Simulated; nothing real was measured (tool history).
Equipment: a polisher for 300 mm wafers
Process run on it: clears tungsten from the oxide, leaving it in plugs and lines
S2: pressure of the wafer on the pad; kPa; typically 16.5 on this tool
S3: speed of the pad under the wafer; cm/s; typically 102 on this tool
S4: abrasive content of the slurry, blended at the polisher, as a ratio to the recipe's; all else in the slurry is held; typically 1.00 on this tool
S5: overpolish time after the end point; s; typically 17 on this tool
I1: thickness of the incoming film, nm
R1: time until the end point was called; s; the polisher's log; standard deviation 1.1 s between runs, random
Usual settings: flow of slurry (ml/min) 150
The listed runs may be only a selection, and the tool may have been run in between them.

{"run": 1, "hour": 0.0, "flow of slurry (ml/min)": 150, "S2": 16.5, "S3": 102, "S4": 1.0, "S5": 17, "I1": 443.8, "R1": 128.4}
{"run": 2, "hour": 41.4, "flow of slurry (ml/min)": 150, "S2": 16.5, "S3": 102, "S4": 1.0, "S5": 17, "I1": 445.2, "R1": 129.3}
{"run": 3, "hour": 132.1, "flow of slurry (ml/min)": 150, "S2": 16.5, "S3": 102, "S4": 1.15, "S5": 17, "I1": 455.4, "R1": 131.5}
{"hour": 159.8, "done": "slurry nozzle cleaned"}
{"run": 4, "hour": 191.0, "flow of slurry (ml/min)": 150, "S2": 16.5, "S3": 102, "S4": 1.0, "S5": 17, "I1": 452.4, "R1": 133.7}
{"hour": 233.7, "done": "slurry blender recalibrated"}
{"run": 5, "hour": 288.8, "flow of slurry (ml/min)": 150, "S2": 16.5, "S3": 102, "S4": 1.0, "S5": 17, "I1": 445.9, "R1": 131.6}
{"hour": 352.9, "done": "slurry tank refilled with fresh slurry and peroxide"}
{"run": 6, "hour": 375.5, "flow of slurry (ml/min)": 150, "S2": 16.5, "S3": 102, "S4": 1.0, "S5": 17, "I1": 450.6, "R1": 123.2}
{"hour": 416.1, "done": "worn pad replaced by a new one"}
{"run": 7, "hour": 445.9, "flow of slurry (ml/min)": 150, "S2": 16.5, "S3": 102, "S4": 1.0, "S5": 17, "I1": 451.5, "R1": 127.6}
{"run": 8, "hour": 538.4, "flow of slurry (ml/min)": 150, "S2": 13.1, "S3": 112, "S4": 1.3, "S5": 17, "I1": 447.1, "R1": 140.0}
{"run": 9, "hour": 581.7, "flow of slurry (ml/min)": 150, "S2": 22.1, "S3": 118, "S4": 1.0, "S5": 17, "I1": 453.7, "R1": 90.1}
{"run": 10, "hour": 648.0, "flow of slurry (ml/min)": 150, "S2": 16.5, "S3": 102, "S4": 1.0, "S5": 17, "I1": 455.0, "R1": 139.6}
{"run": 11, "hour": 701.6, "flow of slurry (ml/min)": 150, "S2": 16.5, "S3": 120, "S4": 1.0, "S5": 17, "I1": 452.8, "R1": 121.2}
{"hour": 728.2, "done": "slurry blender recalibrated"}
{"hour": 764.1, "done": "slurry nozzle cleaned"}
{"run": 12, "hour": 777.7, "flow of slurry (ml/min)": 150, "S2": 21.4, "S3": 102, "S4": 1.0, "S5": 14, "I1": 450.2, "R1": 102.0}
{"hour": 838.7, "done": "slurry tank refilled with fresh slurry and peroxide"}
{"run": 13, "hour": 986.3, "flow of slurry (ml/min)": 150, "S2": 16.5, "S3": 102, "S4": 1.0, "S5": 17, "I1": 443.7, "R1": 125.2}
{"hour": 1016.5, "done": "worn pad replaced by a new one"}
{"hour": 1076.9, "done": "head pressure recalibrated"}
{"run": 14, "hour": 1079.5, "flow of slurry (ml/min)": 150, "S2": 15.2, "S3": 102, "S4": 1.0, "S5": 17, "I1": 448.1, "R1": 141.6}
{"run": 15, "hour": 1124.6, "flow of slurry (ml/min)": 150, "S2": 16.5, "S3": 102, "S4": 1.15, "S5": 17, "I1": 452.5, "R1": 129.7}
{"hour": 1184.2, "done": "slurry blender recalibrated"}
{"run": 16, "hour": 1190.8, "flow of slurry (ml/min)": 150, "S2": 12.4, "S3": 102, "S4": 0.7, "S5": 17, "I1": 452.4, "R1": 195.5}
{"run": 17, "hour": 1233.3, "flow of slurry (ml/min)": 195, "S2": 20.7, "S3": 92, "S4": 1.0, "S5": 27, "I1": 450.0, "R1": 118.1}
{"run": 18, "hour": 1330.0, "flow of slurry (ml/min)": 150, "S2": 16.5, "S3": 102, "S4": 1.0, "S5": 17, "I1": 453.3, "R1": 140.5}
{"hour": 1337.5, "done": "slurry nozzle cleaned"}
{"run": 19, "hour": 1412.6, "flow of slurry (ml/min)": 150, "S2": 16.5, "S3": 102, "S4": 1.0, "S5": 17, "I1": 443.3, "R1": 130.7}
{"hour": 1414.4, "done": "slurry tank refilled with fresh slurry and peroxide"}
{"run": 20, "hour": 1483.9, "flow of slurry (ml/min)": 150, "S2": 16.5, "S3": 102, "S4": 1.0, "S5": 17, "I1": 454.0, "R1": 129.2}
{"hour": 1503.9, "done": "worn pad replaced by a new one"}
{"run": 21, "hour": 1533.7, "flow of slurry (ml/min)": 150, "S2": 20.0, "S3": 102, "S4": 0.9, "S5": 17, "I1": 452.2, "R1": 112.1}
{"run": 22, "hour": 1573.6, "flow of slurry (ml/min)": 150, "S2": 16.5, "S3": 102, "S4": 1.0, "S5": 25, "I1": 444.9, "R1": 130.1}
{"run": 23, "hour": 1631.1, "flow of slurry (ml/min)": 150, "S2": 16.5, "S3": 134, "S4": 1.0, "S5": 21, "I1": 449.3, "R1": 104.6}
{"run": 24, "hour": 1736.7, "flow of slurry (ml/min)": 150, "S2": 16.5, "S3": 102, "S4": 1.0, "S5": 12, "I1": 449.6, "R1": 136.1}
{"hour": 1749.1, "done": "slurry blender recalibrated"}
{"hour": 1845.3, "done": "slurry nozzle cleaned"}
{"run": 25, "hour": 1849.0, "flow of slurry (ml/min)": 170, "S2": 16.5, "S3": 102, "S4": 1.0, "S5": 17, "I1": 451.3, "R1": 130.8}

Below are 5 alternative next runs, each starting from the tool's condition after run 25. Predict each:
{"run": "A", "hour": 1849.5, "flow of slurry (ml/min)": 150, "S2": 17.9, "S3": 102, "S4": 1.0, "S5": 17, "I1": 449.9, "R1": "?"}
{"run": "B", "hour": 1849.5, "flow of slurry (ml/min)": 150, "S2": 16.5, "S3": 90, "S4": 1.1, "S5": 22, "I1": 449.9, "R1": "?"}
{"run": "C", "hour": 1849.5, "flow of slurry (ml/min)": 150, "S2": 16.5, "S3": 116, "S4": 0.85, "S5": 21, "I1": 449.9, "R1": "?"}
{"run": "D", "hour": 1849.5, "flow of slurry (ml/min)": 170, "S2": 16.5, "S3": 92, "S4": 1.0, "S5": 14, "I1": 449.9, "R1": "?"}
{"run": "E", "hour": 1849.5, "flow of slurry (ml/min)": 150, "S2": 22.1, "S3": 102, "S4": 1.15, "S5": 25, "I1": 449.9, "R1": "?"}

run=A R1=122.5
run=B R1=143.6
run=C R1=123.2
run=D R1=142.8
run=E R1=96.9
What these runs would have given with no unlogged condition in the tool:
run=A R1=111.5
run=B R1=130.6
run=C R1=112.1
run=D R1=130.0
run=E R1=88.2

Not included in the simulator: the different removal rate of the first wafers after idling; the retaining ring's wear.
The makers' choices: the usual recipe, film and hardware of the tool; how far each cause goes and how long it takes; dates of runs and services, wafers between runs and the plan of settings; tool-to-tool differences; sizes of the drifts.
